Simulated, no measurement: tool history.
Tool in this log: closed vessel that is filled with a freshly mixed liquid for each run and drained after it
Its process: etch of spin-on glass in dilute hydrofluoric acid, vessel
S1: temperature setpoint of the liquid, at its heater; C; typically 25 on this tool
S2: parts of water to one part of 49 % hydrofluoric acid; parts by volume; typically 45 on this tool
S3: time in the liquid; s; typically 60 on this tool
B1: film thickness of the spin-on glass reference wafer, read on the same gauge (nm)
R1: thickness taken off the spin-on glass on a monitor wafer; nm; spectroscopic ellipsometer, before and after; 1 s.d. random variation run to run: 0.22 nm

run,hour,S1,S2,S3,B1,R1
1,0,25,35,60,39.97,72.86
2,68.1,25,45,60,39.94,56.14
3,185.7,25,45,60,40.01,55.81
4,236.5,25,45,60,39.98,56.2
5,304.9,25,45,60,39.99,56.09
6,359,25,45,50,39.99,46.88
7,397,25,45,50,39.99,46.58
# hour 451: thermometer replaced
8,453.3,25,45,60,40.02,56.15
9,483.3,25,45,60,39.99,56.27
# hour 517.4: gauge calibrated
10,537.7,25,55,40,39.97,30.31
11,584.3,27,45,85,39.98,86.94
12,631.8,23,55,50,39.99,35.07
13,688.8,26.5,60,85,40.01,62.53
14,755.3,25,45,30,40.01,28.27
# hour 762.9: hydrofluoric acid flow meter replaced
15,894.3,25,45,60,40.01,59.55
16,965,20,45,60,39.97,48.11
17,1014.8,25,45,60,40.02,59.63
18,1048.3,25,55,50,39.98,40.38
19,1104.8,25,45,60,40.01,59.81
20,1150.4,22,35,60,40.01,68.59
21,1210.6,25,45,60,40,60
22,1269.7,25,45,60,39.99,59.88
23,1299.4,25,45,95,39.97,94.2
# hour 1351.7: hydrofluoric acid flow meter replaced, repeated, since the last time left the tool worse
24,1369.7,29.5,60,80,39.98,63.92
25,1395.2,23,45,60,39.98,49.61
26,1422.3,25,45,60,40.01,54.24
27,1476.1,25,65,60,40.01,36.88
28,1503,25,45,60,39.99,54.41
29,1567.7,22.5,35,40,39.99,43.07
30,1614.7,26.5,55,85,39.96,66.09
31,1663.5,25,45,90,39.98,82
32,1718.9,25,60,85,40.02,57.02

Consider 5 possible next runs. They are alternatives, not a sequence: every one starts from the tool as it was left by run 32. What does each give?
A,1719.6,25,50,60,?,?
B,1719.6,28.5,50,60,?,?
C,1719.6,22.5,25,45,?,?
D,1719.6,25,60,60,?,?
E,1719.6,23,55,95,?,?

run,B1,R1
A,39.97,49
B,39.97,56.42
C,39.97,68.43
D,39.97,40.29
E,39.97,64.53
What these runs would have given with no unlogged condition in the tool:
run,R1
A,48.53
B,55.87
C,67.81
D,39.9
E,63.92
